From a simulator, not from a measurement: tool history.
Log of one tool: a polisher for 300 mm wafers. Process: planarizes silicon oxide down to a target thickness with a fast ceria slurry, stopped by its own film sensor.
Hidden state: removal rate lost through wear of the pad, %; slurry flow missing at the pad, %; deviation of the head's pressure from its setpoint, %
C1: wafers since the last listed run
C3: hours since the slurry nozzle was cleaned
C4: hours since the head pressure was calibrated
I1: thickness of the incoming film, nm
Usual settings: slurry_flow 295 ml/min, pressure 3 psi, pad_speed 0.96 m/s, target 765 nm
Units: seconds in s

run 1 hour=0 | slurry_flow=295 pressure=2.4 pad_speed=0.96 target=765 | C1=0 wafers_polished_on_this_pad=142 C3=578.1 C4=411.3 | I1=1729.4 | seconds=60.5
run 2 hour=12.9 | slurry_flow=295 pressure=3 pad_speed=0.96 target=668 | C1=93 wafers_polished_on_this_pad=236 C3=591 C4=424.2 | I1=1709.5 | seconds=53.6
run 3 hour=25.9 | slurry_flow=295 pressure=3 pad_speed=0.96 target=668 | C1=94 wafers_polished_on_this_pad=330 C3=604 C4=437.2 | I1=1716.6 | seconds=54.1
run 4 hour=37.2 | slurry_flow=295 pressure=3 pad_speed=0.96 target=668 | C1=82 wafers_polished_on_this_pad=413 C3=615.3 C4=448.5 | I1=1730 | seconds=53.7
run 5 hour=54.5 | slurry_flow=295 pressure=3 pad_speed=0.96 target=765 | C1=126 wafers_polished_on_this_pad=539 C3=632.6 C4=465.8 | I1=1701.4 | seconds=48.3
run 6 hour=68.1 | slurry_flow=295 pressure=3 pad_speed=0.96 target=765 | C1=99 wafers_polished_on_this_pad=638 C3=646.2 C4=479.4 | I1=1691.5 | seconds=46.8
run 7 hour=78.6 | slurry_flow=295 pressure=3 pad_speed=0.96 target=765 | C1=76 wafers_polished_on_this_pad=714 C3=656.7 C4=489.9 | I1=1710.9 | seconds=47.9
-- hour=90.3 worn pad replaced by a new one
run 8 hour=105.5 | slurry_flow=295 pressure=3 pad_speed=0.96 target=634 | C1=166 wafers_polished_on_this_pad=110 C3=683.6 C4=516.8 | I1=1717.4 | seconds=53.8
-- hour=116.3 slurry nozzle cleaned
run 9 hour=119.4 | slurry_flow=295 pressure=3 pad_speed=0.96 target=634 | C1=93 wafers_polished_on_this_pad=204 C3=3.1 C4=530.7 | I1=1714.8 | seconds=55.3
run 10 hour=128.7 | slurry_flow=295 pressure=3 pad_speed=0.96 target=765 | C1=67 wafers_polished_on_this_pad=272 C3=12.4 C4=540 | I1=1734 | seconds=47.6
run 11 hour=143.3 | slurry_flow=295 pressure=3 pad_speed=0.96 target=765 | C1=106 wafers_polished_on_this_pad=379 C3=27 C4=554.6 | I1=1715.8 | seconds=48.3
run 12 hour=154 | slurry_flow=295 pressure=3 pad_speed=0.96 target=765 | C1=77 wafers_polished_on_this_pad=456 C3=37.7 C4=565.3 | I1=1706.2 | seconds=48.1
run 13 hour=162.2 | slurry_flow=395 pressure=3.5 pad_speed=0.96 target=765 | C1=59 wafers_polished_on_this_pad=516 C3=45.9 C4=573.5 | I1=1723.9 | seconds=39.3
run 14 hour=169.8 | slurry_flow=350 pressure=3 pad_speed=0.68 target=765 | C1=55 wafers_polished_on_this_pad=572 C3=53.5 C4=581.1 | I1=1695.7 | seconds=62.9
run 15 hour=181.6 | slurry_flow=195 pressure=3.4 pad_speed=0.62 target=524 | C1=85 wafers_polished_on_this_pad=657 C3=65.3 C4=592.9 | I1=1686.6 | seconds=77.1
run 16 hour=198.5 | slurry_flow=295 pressure=3.6 pad_speed=0.96 target=765 | C1=123 wafers_polished_on_this_pad=781 C3=82.2 C4=609.8 | I1=1731.5 | seconds=41.1
run 17 hour=211.7 | slurry_flow=295 pressure=3 pad_speed=0.96 target=765 | C1=96 wafers_polished_on_this_pad=877 C3=95.4 C4=623 | I1=1703.7 | seconds=48.1
-- hour=218.4 worn pad replaced by a new one
run 18 hour=226.6 | slurry_flow=295 pressure=3.9 pad_speed=1.3 target=978 | C1=79 wafers_polished_on_this_pad=59 C3=110.3 C4=637.9 | I1=1717.4 | seconds=22.1
-- hour=228.7 head pressure recalibrated
run 19 hour=240.1 | slurry_flow=230 pressure=3 pad_speed=0.96 target=765 | C1=83 wafers_polished_on_this_pad=143 C3=123.8 C4=11.4 | I1=1728.1 | seconds=49.9
run 20 hour=256.4 | slurry_flow=295 pressure=3 pad_speed=0.96 target=765 | C1=118 wafers_polished_on_this_pad=262 C3=140.1 C4=27.7 | I1=1706.4 | seconds=48.3
run 21 hour=262.6 | slurry_flow=295 pressure=3 pad_speed=1.04 target=765 | C1=45 wafers_polished_on_this_pad=307 C3=146.3 C4=33.9 | I1=1712.4 | seconds=45.4
run 22 hour=271.9 | slurry_flow=295 pressure=3.5 pad_speed=0.96 target=1024 | C1=67 wafers_polished_on_this_pad=375 C3=155.6 C4=43.2 | I1=1723.2 | seconds=29.6
run 23 hour=289.9 | slurry_flow=295 pressure=3.6 pad_speed=0.96 target=458 | C1=131 wafers_polished_on_this_pad=506 C3=173.6 C4=61.2 | I1=1709.8 | seconds=53.2

How the hidden state differs across the entries between the runs, from the last listed run before each to the first after it:
Between runs 7 and 8: worn pad replaced by a new one (hour 90.3)
  no hidden state differs between the two runs
Between runs 8 and 9: slurry nozzle cleaned (hour 116.3)
  no hidden state differs between the two runs
Between runs 17 and 18: worn pad replaced by a new one (hour 218.4)
  no hidden state differs between the two runs
Between runs 18 and 19: head pressure recalibrated (hour 228.7)
  no hidden state differs between the two runs
